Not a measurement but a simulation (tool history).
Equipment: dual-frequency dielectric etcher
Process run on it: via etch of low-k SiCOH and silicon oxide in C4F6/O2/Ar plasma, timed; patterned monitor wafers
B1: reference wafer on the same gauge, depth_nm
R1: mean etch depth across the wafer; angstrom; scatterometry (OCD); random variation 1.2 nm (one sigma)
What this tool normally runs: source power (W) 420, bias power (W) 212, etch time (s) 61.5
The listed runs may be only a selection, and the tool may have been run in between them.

Run 1, day 0: usual settings; B1 180. Result: R1 1909 angstrom.
Run 2, day 3.583: usual settings; B1 180.1. Result: R1 1926 angstrom.
Run 3, day 5.917: usual settings; B1 180.4. Result: R1 1915 angstrom.
Run 4, day 8.658: usual settings; B1 179.9. Result: R1 1960 angstrom.
Run 5, day 12.571: usual settings; B1 180.1. Result: R1 1933 angstrom.
Run 6, day 16.325: usual settings; B1 179.8. Result: R1 1958 angstrom.
Run 7, day 20.383: usual settings; B1 179.7. Result: R1 1955 angstrom.
At day 22.104: wet clean of the chamber.
Run 8, day 22.125: usual settings; B1 180.1. Result: R1 1898 angstrom.
Run 9, day 26.346: usual settings; B1 179.6. Result: R1 1914 angstrom.
Run 10, day 30.462: usual settings but source power (W) 510; B1 180.2. Result: R1 2010 angstrom.
Run 11, day 32.2: usual settings but etch time (s) 52.5; B1 180.2. Result: R1 1651 angstrom.
Run 12, day 34.9: usual settings but source power (W) 470, bias power (W) 257, etch time (s) 71.5; B1 179.8. Result: R1 2422 angstrom.
At day 38.821: source power generator calibrated.
Run 13, day 38.842: usual settings; B1 180.2. Result: R1 1949 angstrom.
At day 40.046: upper electrode replaced.
At day 41.888: wet clean of the chamber.
At day 42.092: bias power generator calibrated.
Run 14, day 42.804: usual settings but etch time (s) 44.5; B1 180.2. Result: R1 1368 angstrom.
Run 15, day 46.179: usual settings but source power (W) 500; B1 179.8. Result: R1 1983 angstrom.
Run 16, day 49.242: usual settings but bias power (W) 170, etch time (s) 78; B1 180. Result: R1 2323 angstrom.
Run 17, day 50.892: usual settings but source power (W) 470; B1 180.2. Result: R1 1982 angstrom.
Run 18, day 53.438: usual settings but source power (W) 340, bias power (W) 172, etch time (s) 46; B1 180. Result: R1 1303 angstrom.
Run 19, day 55.85: usual settings; B1 179.9. Result: R1 1939 angstrom.
Run 20, day 58.025: usual settings but source power (W) 380, bias power (W) 164, etch time (s) 77; B1 180.2. Result: R1 2263 angstrom.
Run 21, day 61.4: usual settings but bias power (W) 255; B1 180.1. Result: R1 2019 angstrom.
At day 65.45: gauge calibrated.
At day 65.929: wet clean of the chamber.
Run 22, day 65.95: usual settings but source power (W) 380, bias power (W) 256, etch time (s) 73.5; B1 179.8. Result: R1 2325 angstrom.
Run 23, day 69.4: usual settings but source power (W) 500, etch time (s) 54; B1 180.1. Result: R1 1762 angstrom.
Run 24, day 71.121: usual settings but source power (W) 390; B1 179.7. Result: R1 1903 angstrom.
Run 25, day 73.012: usual settings but etch time (s) 76; B1 180.1. Result: R1 2371 angstrom.

Expected results for the next run?
Run 26, day 76.783: usual settings but bias power (W) 233, etch time (s) 72; B1 ?. Result: R1 ?.

For run 26 the tool returned B1 180.2, R1 2338 angstrom.
Had the tool carried no hidden state, the very same run would have given R1 2301 angstrom.
